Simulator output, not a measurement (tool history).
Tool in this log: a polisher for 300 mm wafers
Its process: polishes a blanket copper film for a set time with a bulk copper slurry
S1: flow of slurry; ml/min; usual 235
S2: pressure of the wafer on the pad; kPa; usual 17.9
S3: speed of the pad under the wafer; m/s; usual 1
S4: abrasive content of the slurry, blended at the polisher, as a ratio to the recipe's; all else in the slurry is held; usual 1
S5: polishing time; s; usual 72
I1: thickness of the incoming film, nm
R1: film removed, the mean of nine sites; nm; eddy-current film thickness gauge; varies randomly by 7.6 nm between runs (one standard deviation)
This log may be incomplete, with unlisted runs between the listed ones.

run 1 day=0 | S1=235 S2=17.9 S3=1 S4=1 S5=72 | I1=4246.1 | R1=603
run 2 day=0.571 | S1=235 S2=17.9 S3=1 S4=1 S5=72 | I1=4295.1 | R1=598.1
run 3 day=0.925 | S1=235 S2=17.9 S3=1 S4=1 S5=72 | I1=4198.6 | R1=594.2
run 4 day=1.621 | S1=235 S2=17.9 S3=1 S4=1 S5=72 | I1=4225.1 | R1=582
-- day=1.838 worn pad replaced by a new one
run 5 day=2.088 | S1=290 S2=17.9 S3=1 S4=1 S5=86 | I1=4295.1 | R1=715
run 6 day=2.517 | S1=290 S2=17.9 S3=1 S4=1 S5=86 | I1=4252.8 | R1=713.6
run 7 day=2.917 | S1=235 S2=17.9 S3=1 S4=1 S5=72 | I1=4316.6 | R1=596.5
run 8 day=3.192 | S1=235 S2=17.9 S3=1 S4=1 S5=72 | I1=4262 | R1=578
-- day=5.146 worn pad replaced by a new one
run 9 day=5.333 | S1=235 S2=17.9 S3=1 S4=1 S5=72 | I1=4189 | R1=583.8
run 10 day=5.725 | S1=235 S2=15.2 S3=1.28 S4=1 S5=72 | I1=4268.3 | R1=614.4
run 11 day=6.125 | S1=235 S2=15.2 S3=1.28 S4=1 S5=72 | I1=4219.9 | R1=616.7
run 12 day=6.479 | S1=235 S2=15.2 S3=1.28 S4=1 S5=72 | I1=4272.9 | R1=640.1
-- day=6.675 slurry blender recalibrated
run 13 day=6.896 | S1=235 S2=17.9 S3=1.3 S4=1 S5=72 | I1=4329.5 | R1=798.4
-- day=7.404 slurry nozzle cleaned
run 14 day=7.454 | S1=235 S2=13.8 S3=1 S4=1.15 S5=54 | I1=4178.2 | R1=366.5
run 15 day=8.117 | S1=235 S2=17.9 S3=1 S4=1 S5=60 | I1=4202 | R1=507.8
run 16 day=8.425 | S1=235 S2=17.9 S3=1 S4=0.75 S5=72 | I1=4314 | R1=583.9
-- day=8.679 head pressure recalibrated
run 17 day=8.8 | S1=235 S2=17.9 S3=1 S4=1 S5=72 | I1=4257.1 | R1=595.7
-- day=9.121 worn pad replaced by a new one
run 18 day=9.142 | S1=235 S2=23.4 S3=1 S4=1.3 S5=72 | I1=4315.6 | R1=806.5
run 19 day=9.792 | S1=235 S2=17.9 S3=1.34 S4=0.75 S5=72 | I1=4212.6 | R1=776.8
run 20 day=10.308 | S1=290 S2=22.1 S3=0.66 S4=1 S5=72 | I1=4211 | R1=509.1
run 21 day=10.792 | S1=235 S2=22.8 S3=1 S4=1 S5=55 | I1=4314.3 | R1=582.4
run 22 day=11.121 | S1=235 S2=17.9 S3=1 S4=1 S5=72 | I1=4257 | R1=609.1
run 23 day=11.633 | S1=235 S2=17.9 S3=1.34 S4=0.85 S5=72 | I1=4324 | R1=803.1
run 24 day=11.958 | S1=235 S2=17.9 S3=1 S4=1 S5=72 | I1=4307.2 | R1=611.3
run 25 day=12.254 | S1=195 S2=17.9 S3=1 S4=1 S5=72 | I1=4215.7 | R1=603.4
run 26 day=12.842 | S1=280 S2=24.1 S3=1 S4=1 S5=79 | I1=4302.4 | R1=919
-- day=13.05 worn pad replaced by a new one
run 27 day=13.317 | S1=235 S2=15.9 S3=1 S4=0.85 S5=48 | I1=4308.2 | R1=352.9
run 28 day=13.754 | S1=235 S2=14.5 S3=1 S4=1 S5=62 | I1=4302.7 | R1=429.1
run 29 day=14.025 | S1=190 S2=20.7 S3=1.2 S4=0.8 S5=72 | I1=4287.7 | R1=784.6
run 30 day=14.508 | S1=200 S2=20.7 S3=1 S4=1 S5=72 | I1=4242.8 | R1=673.2

Consider 4 possible next runs. They are alternatives, not a sequence: every one starts from the tool as it was left by run 30. What does each give?
run A day=14.529 | S1=235 S2=17.9 S3=0.78 S4=1 S5=72 | I1=4287.2 | R1=?
run B day=14.529 | S1=305 S2=17.9 S3=0.68 S4=0.85 S5=55 | I1=4287.2 | R1=?
run C day=14.529 | S1=305 S2=17.9 S3=1 S4=1.2 S5=79 | I1=4287.2 | R1=?
run D day=14.529 | S1=275 S2=17.9 S3=1 S4=1 S5=60 | I1=4287.2 | R1=?

run=A R1=472.1
run=B R1=315.7
run=C R1=702
run=D R1=511.6
Without the tool's unlogged condition, the same runs would have read:
run=A R1=476.9
run=B R1=318.9
run=C R1=709.4
run=D R1=516.9
